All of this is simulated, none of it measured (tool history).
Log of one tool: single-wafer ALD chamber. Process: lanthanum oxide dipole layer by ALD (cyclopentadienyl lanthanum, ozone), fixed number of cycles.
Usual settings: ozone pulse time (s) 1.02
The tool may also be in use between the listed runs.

run     day  ozone pulse time (s)  read-back reference wafer on the same gauge, thickness_nm  mean film thickness on the monitor wafer (Å)
  1   0.000                  1.26                                                      0.572                                          5.53
  2   1.188                  1.26                                                      0.572                                          5.54
  3   2.496                  1.26                                                      0.572                                          5.54
  4   3.167                  1.10                                                      0.571                                          5.39
  5   3.792                  1.10                                                      0.572                                          5.38
  6   5.192                  1.02                                                      0.571                                          5.25
  7   9.083                  1.02                                                      0.572                                          5.26
  8   9.667                  1.02                                                      0.572                                          5.23
  9  11.000                  1.02                                                      0.572                                          5.19
 10  11.608                  1.02                                                      0.572                                          5.21
 11  12.400                  1.02                                                      0.572                                          5.27
 12  13.042                  1.02                                                      0.572                                          5.23
 13  15.700                  1.02                                                      0.572                                          5.22
 14  16.296                  1.13                                                      0.573                                          5.37
 15  16.896                  1.13                                                      0.572                                          5.35
 16  17.558                  1.13                                                      0.572                                          5.42
 17  18.267                  1.02                                                      0.572                                          5.23
 18  19.104                  0.81                                                      0.572                                          4.79
 19  19.846                  1.31                                                      0.572                                          5.58
 20  20.588                  0.76                                                      0.572                                          4.66
 21  21.696                  0.62                                                      0.572                                          4.18
 22  22.933                  1.40                                                      0.572                                          5.66
 23  24.300                  0.66                                                      0.572                                          4.32
 24  25.742                  1.27                                                      0.572                                          5.51
 25  26.775                  1.02                                                      0.572                                          5.21
 26  29.367                  1.20                                                      0.572                                          5.49
 27  30.762                  0.70                                                      0.572                                          4.41
 28  31.796                  1.39                                                      0.572                                          5.60
 29  32.621                  1.02                                                      0.572                                          5.22
 30  33.233                  0.85                                                      0.572                                          4.93
 31  33.875                  1.39                                                      0.572                                          5.62
 32  34.883                  1.30                                                      0.572                                          5.58
 33  35.875                  0.82                                                      0.572                                          4.84
 34  36.633                  0.88                                                      0.572                                          4.94

Not shown: 4 entries that the log had between the listed runs. Between which runs, and how does the tool's hidden state differ before and after?
Between runs 12 and 13: ozone generator serviced (day 15.592); showerhead replaced (day 15.658)
  no hidden state differs between the two runs
Between runs 22 and 23: gauge calibrated (day 23.846)
  no hidden state differs between the two runs
Between runs 24 and 25: thermocouple changed; heater temperature recalibrated (day 26.192)
  no hidden state differs between the two runs
